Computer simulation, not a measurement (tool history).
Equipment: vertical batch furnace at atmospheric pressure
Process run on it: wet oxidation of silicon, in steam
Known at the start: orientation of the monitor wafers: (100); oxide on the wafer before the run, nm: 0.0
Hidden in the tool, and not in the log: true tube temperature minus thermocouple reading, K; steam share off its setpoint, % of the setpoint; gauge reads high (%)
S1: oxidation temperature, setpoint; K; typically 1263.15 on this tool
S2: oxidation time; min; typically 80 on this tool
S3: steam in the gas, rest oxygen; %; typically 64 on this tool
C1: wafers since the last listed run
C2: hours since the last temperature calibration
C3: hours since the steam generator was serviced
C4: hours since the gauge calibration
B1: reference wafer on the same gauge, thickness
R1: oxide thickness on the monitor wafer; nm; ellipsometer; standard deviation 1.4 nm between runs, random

{"run": 1, "hour": 0.0, "S1": 1263.15, "S2": 80, "S3": 64, "C1": 0, "C2": 3485, "C3": 757.1, "C4": 1336.7, "B1": 310.8, "R1": 326.22}
{"run": 2, "hour": 47.1, "S1": 1263.15, "S2": 80, "S3": 64, "C1": 636, "C2": 3532.1, "C3": 804.2, "C4": 1383.8, "B1": 311, "R1": 328.64}
{"run": 3, "hour": 84.9, "S1": 1263.15, "S2": 80, "S3": 64, "C1": 510, "C2": 3569.9, "C3": 842, "C4": 1421.6, "B1": 311.1, "R1": 325.78}
{"run": 4, "hour": 183.0, "S1": 1263.15, "S2": 80, "S3": 64, "C1": 1325, "C2": 3668, "C3": 940.1, "C4": 1519.7, "B1": 309.98, "R1": 327.09}
{"run": 5, "hour": 265.9, "S1": 1263.15, "S2": 62, "S3": 64, "C1": 1119, "C2": 3750.9, "C3": 1023, "C4": 1602.6, "B1": 311.12, "R1": 271.57}
{"run": 6, "hour": 348.5, "S1": 1263.15, "S2": 62, "S3": 64, "C1": 1115, "C2": 3833.5, "C3": 1105.6, "C4": 1685.2, "B1": 310.82, "R1": 273.68}
{"run": 7, "hour": 414.4, "S1": 1249.15, "S2": 80, "S3": 64, "C1": 890, "C2": 3899.4, "C3": 1171.5, "C4": 1751.1, "B1": 310.67, "R1": 291.68}
{"run": 8, "hour": 503.1, "S1": 1263.15, "S2": 80, "S3": 64, "C1": 1198, "C2": 3988.1, "C3": 1260.2, "C4": 1839.8, "B1": 311.06, "R1": 326.36}
{"run": 9, "hour": 606.8, "S1": 1263.15, "S2": 80, "S3": 60, "C1": 1400, "C2": 4091.8, "C3": 1363.9, "C4": 1943.5, "B1": 311.12, "R1": 312.84}
{"run": 10, "hour": 705.5, "S1": 1263.15, "S2": 80, "S3": 64, "C1": 1333, "C2": 4190.5, "C3": 1462.6, "C4": 2042.2, "B1": 310.85, "R1": 328.06}
{"run": 11, "hour": 751.9, "S1": 1263.15, "S2": 80, "S3": 64, "C1": 626, "C2": 4236.9, "C3": 1509, "C4": 2088.6, "B1": 310.82, "R1": 328.19}
{"run": 12, "hour": 795.1, "S1": 1263.15, "S2": 80, "S3": 64, "C1": 583, "C2": 4280.1, "C3": 1552.2, "C4": 2131.8, "B1": 311.36, "R1": 325.66}
{"run": 13, "hour": 965.5, "S1": 1263.15, "S2": 80, "S3": 64, "C1": 2302, "C2": 4450.5, "C3": 1722.6, "C4": 2302.2, "B1": 311.86, "R1": 329.05}
{"run": 14, "hour": 1056.4, "S1": 1263.15, "S2": 80, "S3": 64, "C1": 1228, "C2": 4541.4, "C3": 1813.5, "C4": 2393.1, "B1": 311.55, "R1": 326}
{"hour": 1148.2, "done": "thermocouples replaced and temperature profile calibrated"}
{"run": 15, "hour": 1148.7, "S1": 1263.15, "S2": 80, "S3": 64, "C1": 922, "C2": 0.5, "C3": 1905.8, "C4": 2485.4, "B1": 310.68, "R1": 315.18}
{"run": 16, "hour": 1175.3, "S1": 1263.15, "S2": 80, "S3": 64, "C1": 359, "C2": 27.1, "C3": 1932.4, "C4": 2512, "B1": 311.82, "R1": 317.1}
{"run": 17, "hour": 1261.4, "S1": 1263.15, "S2": 80, "S3": 64, "C1": 1163, "C2": 113.2, "C3": 2018.5, "C4": 2598.1, "B1": 311.11, "R1": 316.87}
{"run": 18, "hour": 1349.8, "S1": 1270.15, "S2": 59, "S3": 56, "C1": 1194, "C2": 201.6, "C3": 2106.9, "C4": 2686.5, "B1": 311.17, "R1": 243.84}
{"run": 19, "hour": 1456.7, "S1": 1263.15, "S2": 80, "S3": 64, "C1": 1444, "C2": 308.5, "C3": 2213.8, "C4": 2793.4, "B1": 311.24, "R1": 317}
{"run": 20, "hour": 1538.2, "S1": 1263.15, "S2": 80, "S3": 64, "C1": 1101, "C2": 390, "C3": 2295.3, "C4": 2874.9, "B1": 311.03, "R1": 318.01}
{"run": 21, "hour": 1783.1, "S1": 1285.15, "S2": 97.5, "S3": 69, "C1": 3308, "C2": 634.9, "C3": 2540.2, "C4": 3119.8, "B1": 311.53, "R1": 450.22}
{"run": 22, "hour": 1952.2, "S1": 1287.15, "S2": 80, "S3": 52, "C1": 2284, "C2": 804, "C3": 2709.3, "C4": 3288.9, "B1": 310.26, "R1": 332.57}
{"hour": 2040.0, "done": "steam generator serviced"}
{"run": 23, "hour": 2040.5, "S1": 1263.15, "S2": 80, "S3": 64, "C1": 868, "C2": 892.3, "C3": 0.5, "C4": 3377.2, "B1": 311.92, "R1": 323.99}
{"run": 24, "hour": 2131.9, "S1": 1285.15, "S2": 80, "S3": 64, "C1": 1234, "C2": 983.7, "C3": 91.9, "C4": 3468.6, "B1": 311.03, "R1": 379.9}
{"run": 25, "hour": 2176.4, "S1": 1263.15, "S2": 80, "S3": 64, "C1": 601, "C2": 1028.2, "C3": 136.4, "C4": 3513.1, "B1": 311.68, "R1": 321.02}
{"hour": 2202.6, "done": "gauge calibrated"}
{"run": 26, "hour": 2280.2, "S1": 1263.15, "S2": 116, "S3": 64, "C1": 1402, "C2": 1132, "C3": 240.2, "C4": 77.6, "B1": 310.63, "R1": 416.98}
{"run": 27, "hour": 2386.6, "S1": 1242.15, "S2": 47.5, "S3": 71, "C1": 1437, "C2": 1238.4, "C3": 346.6, "C4": 184, "B1": 310.69, "R1": 196.88}
{"run": 28, "hour": 2483.9, "S1": 1263.15, "S2": 44.5, "S3": 70, "C1": 1314, "C2": 1335.7, "C3": 443.9, "C4": 281.3, "B1": 311.6, "R1": 225.2}
{"run": 29, "hour": 2561.9, "S1": 1263.15, "S2": 80, "S3": 64, "C1": 1053, "C2": 1413.7, "C3": 521.9, "C4": 359.3, "B1": 311.4, "R1": 326.29}
{"run": 30, "hour": 2636.4, "S1": 1263.15, "S2": 80, "S3": 64, "C1": 1006, "C2": 1488.2, "C3": 596.4, "C4": 433.8, "B1": 310.79, "R1": 323.69}
{"run": 31, "hour": 2893.4, "S1": 1285.15, "S2": 80, "S3": 64, "C1": 3472, "C2": 1745.2, "C3": 853.4, "C4": 690.8, "B1": 310.97, "R1": 379.03}
{"run": 32, "hour": 3170.1, "S1": 1285.15, "S2": 80, "S3": 64, "C1": 3738, "C2": 2021.9, "C3": 1130.1, "C4": 967.5, "B1": 311.27, "R1": 381.92}
{"run": 33, "hour": 3243.0, "S1": 1239.15, "S2": 91.5, "S3": 59, "C1": 984, "C2": 2094.8, "C3": 1203, "C4": 1040.4, "B1": 310.41, "R1": 275.89}
{"run": 34, "hour": 3287.3, "S1": 1253.15, "S2": 43.5, "S3": 52, "C1": 598, "C2": 2139.1, "C3": 1247.3, "C4": 1084.7, "B1": 310.74, "R1": 161.23}
{"run": 35, "hour": 3355.8, "S1": 1238.15, "S2": 106.5, "S3": 58, "C1": 925, "C2": 2207.6, "C3": 1315.8, "C4": 1153.2, "B1": 310.89, "R1": 304.59}

Alternative continuations, all from the tool just after run 35; predict every row:
{"run": "A", "hour": 3362.0, "S1": 1279.15, "S2": 80, "S3": 64, "C1": 83, "C2": 2213.8, "C3": 1322, "C4": 1159.4, "B1": "?", "R1": "?"}
{"run": "B", "hour": 3362.0, "S1": 1252.15, "S2": 80, "S3": 64, "C1": 83, "C2": 2213.8, "C3": 1322, "C4": 1159.4, "B1": "?", "R1": "?"}
{"run": "C", "hour": 3362.0, "S1": 1254.15, "S2": 55.5, "S3": 64, "C1": 83, "C2": 2213.8, "C3": 1322, "C4": 1159.4, "B1": "?", "R1": "?"}

run=A B1=311.55 R1=362.42
run=B B1=311.55 R1=294.81
run=C B1=311.55 R1=228.58
Take away the tool's hidden state, keep each run's random variation, and the runs would have read:
run=A R1=352.68
run=B R1=285.33
run=C R1=220.62
